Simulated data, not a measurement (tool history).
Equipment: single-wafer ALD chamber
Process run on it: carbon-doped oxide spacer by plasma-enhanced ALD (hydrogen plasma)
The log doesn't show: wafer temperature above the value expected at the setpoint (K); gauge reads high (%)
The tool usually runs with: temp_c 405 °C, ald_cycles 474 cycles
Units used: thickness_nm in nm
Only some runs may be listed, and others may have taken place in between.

run   hour  temp_c  ald_cycles  wafers since the last listed run  hours since the last thermocouple change  hours since the gauge calibration  read-back reference wafer on the same gauge, thickness_nm  thickness_nm
  1      0     405         474                                 0                                     970.2                               74.4                                                     22.158        22.446
  2   17.2     405         474                                17                                     987.4                               91.6                                                     22.119        22.439
  3   24.2     405         474                                 6                                     994.4                               98.6                                                      22.11        22.464
  4   31.7     405         448                                 7                                    1001.9                              106.1                                                     22.103        21.328
  5   41.9     405         474                                10                                    1012.1                              116.3                                                     22.109        22.439
  6   51.4     405         474                                 9                                    1021.6                              125.8                                                     22.073        22.469
  7   59.7     405         535                                 8                                    1029.9                              134.1                                                     22.064        25.367
  8   70.6     405         474                                10                                    1040.8                                145                                                     22.061        22.415
  9     82     405         474                                11                                    1052.2                              156.4                                                     22.061        22.477
 10   96.5     405         474                                14                                    1066.7                              170.9                                                     22.058        22.395
 11    109     400         521                                12                                    1079.2                              183.4                                                     22.051        24.869
 12  117.3     397         530                                 8                                    1087.5                              191.7                                                     22.039        25.358
 13    133     405         474                                15                                    1103.2                              207.4                                                     22.025        22.455
 14  140.1     419         383                                 7                                    1110.3                              214.5                                                     22.028        17.272
 15    158     405         394                                17                                    1128.2                              232.4                                                     22.018        18.629
 16  169.3     392         502                                11                                    1139.5                              243.7                                                     22.022        24.088
     180.6  -- thermocouple changed; heater temperature recalibrated
 17    181     405         448                                 3                                       0.4                              255.4                                                     22.024        21.144
     218.4  -- gauge calibrated
 18  231.8     412         394                                50                                      51.2                               13.4                                                     22.284        18.392
 19  247.5     391         397                                15                                      66.9                               29.1                                                      22.25        19.227
 20  254.6     415         555                                 7                                        74                               36.2                                                     22.218        25.584
 21  267.1     405         474                                12                                      86.5                               48.7                                                     22.214        22.522
 22  282.3     416         556                                15                                     101.7                               63.9                                                     22.188         25.45
 23  296.5     396         533                                14                                     115.9                               78.1                                                      22.16        25.703

Predict the results of run 24:
 24  312.1     405         474                                15                                     131.5                               93.7                                                          ?             ?

Run 24 produced read-back reference wafer on the same gauge, thickness_nm 22.139, thickness_nm 22.484 nm.
If the tool had no hidden condition, the same run with the same run-to-run variation would have returned thickness_nm 22.648 nm.
